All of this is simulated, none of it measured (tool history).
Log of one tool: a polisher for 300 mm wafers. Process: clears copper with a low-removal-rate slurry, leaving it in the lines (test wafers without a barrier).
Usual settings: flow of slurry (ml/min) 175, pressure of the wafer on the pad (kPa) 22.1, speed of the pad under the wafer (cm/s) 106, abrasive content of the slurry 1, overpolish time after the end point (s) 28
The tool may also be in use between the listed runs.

run	hour	flow of slurry (ml/min)	pressure of the wafer on the pad (kPa)	speed of the pad under the wafer (cm/s)	abrasive content of the slurry	overpolish time after the end point (s)	wafers since the last listed run	wafers polished on this pad	hours since the slurry nozzle was cleaned	hours since the head pressure was calibrated	hours since the slurry blender was calibrated	incoming thickness of the incoming film, nm	time until the end point was called (s)	dishing of a wide line in a test structure (nm)
1	0	220	22.1	106	1	28	0	645	809.2	197	214.7	265.8	91.3	50.9
2	6.4	220	22.1	106	1	28	39	685	815.6	203.4	221.1	263.8	90.9	51
3	40	175	22.1	106	1	28	207	892	849.2	237	254.7	265.8	97.4	49.5
4	49.2	175	22.1	106	1	28	56	949	858.4	246.2	263.9	268.6	96.1	49.3
# hour 63.9: slurry nozzle cleaned
5	64.4	130	22.1	106	1	28	87	1037	0.5	261.4	279.1	268	103.5	47.4
6	77.4	175	22.1	106	1	28	80	1117	13.5	274.4	292.1	268.4	101.2	48.9
7	95	175	22.1	106	1	28	108	1226	31.1	292	309.7	266.5	101.7	47.5
# hour 107.3: worn pad replaced by a new one
8	107.8	175	22.1	106	1	28	54	3	43.9	304.8	322.5	267	92.2	52.3
9	113.4	230	22.1	90	1	42	34	37	49.5	310.4	328.1	260.1	97.1	65
10	123.8	145	22.1	94	0.9	28	64	101	59.9	320.8	338.5	267.6	105.3	47.5
11	139.3	225	15.9	138	1	28	95	197	75.4	336.3	354	259.9	86	51.1
12	146.4	175	22.1	106	1	28	43	241	82.5	343.4	361.1	269	88.6	52.7
# hour 148.9: slurry blender recalibrated
# hour 154: head pressure recalibrated
13	155.1	130	22.1	106	1	28	29	270	91.2	1.1	6.2	263.9	95.4	50.3
14	163.7	220	27.6	106	0.9	28	53	323	99.8	9.7	14.8	267.2	78.9	59.4
15	181.5	175	26.9	106	1	28	110	433	117.6	27.5	32.6	260.4	80	57.8
16	191	175	22.1	106	1	28	58	492	127.1	37	42.1	265.4	91.9	50.8
17	206.7	175	17.2	128	1.25	43	97	589	142.8	52.7	57.8	267.5	90.9	68.7

Some steps in time until the end point was called (s) between neighbouring runs. How much of each would the tool show without its hidden state too (settings, what came in, random variation), and how much is left for the hidden state, with any gauge scatter that isn't in both results?
The hidden state here: removal rate lost through wear of the pad, %; slurry flow missing at the pad, %; deviation of the head's pressure from its setpoint, %; abrasive missing from the slurry, %.
Run 7 -> 8: worn pad replaced by a new one. time until the end point was called (s) -9.5: hidden state -11.9, all else +2.4.
Run 10 -> 11: flow of slurry (ml/min) 145 -> 225, pressure of the wafer on the pad (kPa) 22.1 -> 15.9, speed of the pad under the wafer (cm/s) 94 -> 138, abrasive content of the slurry 0.9 -> 1. time until the end point was called (s) -19.3: hidden state +0, all else -19.3.

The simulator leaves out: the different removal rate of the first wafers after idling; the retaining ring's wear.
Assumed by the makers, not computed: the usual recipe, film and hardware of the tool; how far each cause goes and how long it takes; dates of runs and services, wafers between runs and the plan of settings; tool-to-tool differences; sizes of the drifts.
